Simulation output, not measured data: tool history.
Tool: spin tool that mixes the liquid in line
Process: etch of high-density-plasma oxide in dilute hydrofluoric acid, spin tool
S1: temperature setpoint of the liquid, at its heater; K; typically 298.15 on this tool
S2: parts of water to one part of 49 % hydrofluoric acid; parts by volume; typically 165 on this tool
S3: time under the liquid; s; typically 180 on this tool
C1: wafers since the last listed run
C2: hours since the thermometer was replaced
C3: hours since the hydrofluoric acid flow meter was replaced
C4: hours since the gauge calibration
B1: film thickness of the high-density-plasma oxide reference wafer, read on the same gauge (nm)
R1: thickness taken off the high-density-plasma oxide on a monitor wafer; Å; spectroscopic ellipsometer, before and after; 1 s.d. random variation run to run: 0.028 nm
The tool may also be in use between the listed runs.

run   hour      S1   S2   S3   C1      C2      C3     C4      B1     R1
  1    0.0  298.15  165  180    0   846.6  1555.3  211.3  118.67   77.6
  2   31.6  298.15  165  180  263   878.2  1586.9  242.9  118.62   78.3
  3   66.6  298.15  165  180  292   913.2  1621.9  277.9  118.62   77.9
      88.8  -- gauge calibrated
  4   94.9  295.15  165  230  236   941.5  1650.2    6.1  120.05   89.8
  5  111.3  298.15  115  180  136   957.9  1666.6   22.5  119.81  119.7
  6  140.8  298.15  115  180  246   987.4  1696.1   52.0  119.49  119.1
  7  161.6  298.15  115  180  173  1008.2  1716.9   72.8  119.31  118.3
  8  187.9  298.15  165  180  219  1034.5  1743.2   99.1  119.16   78.3
  9  216.3  298.15  165  180  237  1062.9  1771.6  127.5  118.97   78.0
 10  242.7  298.15  165  180  220  1089.3  1798.0  153.9  118.89   77.9
 11  261.4  298.15  165  180  156  1108.0  1816.7  172.6  118.85   77.9
 12  274.4  298.15  165  180  108  1121.0  1829.7  185.6  118.81   78.0
 13  288.9  300.65  100  180  121  1135.5  1844.2  200.1  118.75  153.3
 14  324.1  298.15  165   70  293  1170.7  1879.4  235.3  118.70   30.4
 15  336.4  293.65  115  115  102  1183.0  1891.7  247.6  118.64   63.5
     360.8  -- hydrofluoric acid flow meter replaced
 16  369.8  296.15   95  140  270  1216.4     9.0  281.0  118.60  105.4
 17  391.9  296.65  120  230  184  1238.5    31.1  303.1  118.58  136.0
     420.2  -- gauge calibrated
 18  427.2  294.15  165   85  294  1273.8    66.4    7.0  119.97   31.9
 19  458.4  298.15  125  180  260  1305.0    97.6   38.2  119.56  108.3
 20  482.3  298.15  165  180  199  1328.9   121.5   62.1  119.33   78.5
     501.3  -- thermometer replaced
 21  509.3  293.65  205  180  217     8.0   148.5   89.1  119.13   50.9
 22  539.6  298.15  115  180  253    38.3   178.8  119.4  118.94  118.6
 23  556.4  298.15  135  180  140    55.1   195.6  136.2  118.88   98.9
 24  585.6  302.65  100  120  243    84.3   224.8  165.4  118.77  110.4
 25  608.1  298.15  165  180  187   106.8   247.3  187.9  118.68   78.1
 26  636.3  298.15  125  180  235   135.0   275.5  216.1  118.62  108.0

Run by run, hidden condition taken away, random variation retained:
Hidden state at play: liquid colder than its thermometer reads (K); hydrofluoric acid flow below the setpoint (%); gauge reads high (%).
run     R1
  1   78.4
  2   79.2
  3   78.8
  4   89.7
  5  119.9
  6  119.5
  7  119.0
  8   78.9
  9   78.6
 10   78.6
 11   78.7
 12   78.8
 13  154.9
 14   30.7
 15   64.2
 16  106.6
 17  137.7
 18   31.9
 19  108.7
 20   79.0
 21   51.2
 22  119.6
 23   99.8
 24  111.5
 25   78.9
 26  109.2

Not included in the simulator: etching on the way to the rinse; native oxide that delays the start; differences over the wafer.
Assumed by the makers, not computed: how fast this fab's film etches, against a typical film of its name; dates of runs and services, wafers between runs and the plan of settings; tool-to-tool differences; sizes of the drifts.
